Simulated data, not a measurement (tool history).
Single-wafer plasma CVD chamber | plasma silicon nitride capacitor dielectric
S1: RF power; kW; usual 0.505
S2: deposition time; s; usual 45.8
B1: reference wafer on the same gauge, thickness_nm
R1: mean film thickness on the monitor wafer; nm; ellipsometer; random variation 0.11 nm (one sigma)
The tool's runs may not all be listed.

run 1 hour=0 | S1=0.505 S2=45.8 | B1=73.208 | R1=75.389
run 2 hour=100.9 | S1=0.505 S2=45.8 | B1=73.202 | R1=75.569
run 3 hour=133.6 | S1=0.505 S2=45.8 | B1=73.206 | R1=75.352
run 4 hour=154.5 | S1=0.505 S2=45.8 | B1=73.2 | R1=75.359
run 5 hour=171.1 | S1=0.505 S2=45.8 | B1=73.216 | R1=75.319
run 6 hour=195.7 | S1=0.505 S2=45.8 | B1=73.196 | R1=75.485
run 7 hour=229.9 | S1=0.505 S2=45.8 | B1=73.201 | R1=75.139
run 8 hour=251.7 | S1=0.505 S2=45.8 | B1=73.232 | R1=75.4
run 9 hour=284.4 | S1=0.505 S2=45.8 | B1=73.171 | R1=75.24
run 10 hour=307.1 | S1=0.45 S2=43.1 | B1=73.191 | R1=69.505
run 11 hour=322 | S1=0.45 S2=43.1 | B1=73.199 | R1=69.677
run 12 hour=353 | S1=0.57 S2=45.8 | B1=73.186 | R1=76.77
-- hour=372.4 RF generator calibrated
run 13 hour=388.2 | S1=0.57 S2=45.8 | B1=73.206 | R1=77.25
-- hour=401.9 gauge calibrated
run 14 hour=418.7 | S1=0.505 S2=45.8 | B1=73.193 | R1=76.043
run 15 hour=473.7 | S1=0.465 S2=43.4 | B1=73.192 | R1=71.133
run 16 hour=486.4 | S1=0.505 S2=38.8 | B1=73.209 | R1=64.274
run 17 hour=500.3 | S1=0.55 S2=54.8 | B1=73.19 | R1=92.135
run 18 hour=520.2 | S1=0.55 S2=54.8 | B1=73.183 | R1=91.915
run 19 hour=555.5 | S1=0.605 S2=38.2 | B1=73.207 | R1=65.222
run 20 hour=569.1 | S1=0.47 S2=45.8 | B1=73.174 | R1=74.981
run 21 hour=588.2 | S1=0.505 S2=45.8 | B1=73.182 | R1=75.802
-- hour=613.6 showerhead replaced
run 22 hour=678.2 | S1=0.575 S2=39.8 | B1=73.192 | R1=67.09
run 23 hour=707.4 | S1=0.505 S2=45.8 | B1=73.192 | R1=75.766
run 24 hour=734.3 | S1=0.465 S2=43.4 | B1=73.191 | R1=70.949
run 25 hour=748 | S1=0.455 S2=38.1 | B1=73.207 | R1=61.988
run 26 hour=779.9 | S1=0.425 S2=37.9 | B1=73.229 | R1=61.013
run 27 hour=806.3 | S1=0.43 S2=45.8 | B1=73.209 | R1=73.79
run 28 hour=827.5 | S1=0.505 S2=45.8 | B1=73.191 | R1=75.633

Measured less the same run without the tool's hidden state. The same run-to-run variation is in both; the gauge's scatter may not be:
The hidden state here: delivered RF power above the setpoint (%); gauge reads high (%).
run=1 R1=-0.929
run=2 R1=-0.944
run=3 R1=-0.944
run=4 R1=-0.946
run=5 R1=-0.947
run=6 R1=-0.952
run=7 R1=-0.951
run=8 R1=-0.956
run=9 R1=-0.956
run=10 R1=-0.885
run=11 R1=-0.888
run=12 R1=-0.982
run=13 R1=-0.185
run=14 R1=-0.231
run=15 R1=-0.293
run=16 R1=-0.28
run=17 R1=-0.425
run=18 R1=-0.456
run=19 R1=-0.363
run=20 R1=-0.433
run=21 R1=-0.461
run=22 R1=-0.495
run=23 R1=-0.589
run=24 R1=-0.574
run=25 R1=-0.512
run=26 R1=-0.527
run=27 R1=-0.659
run=28 R1=-0.692
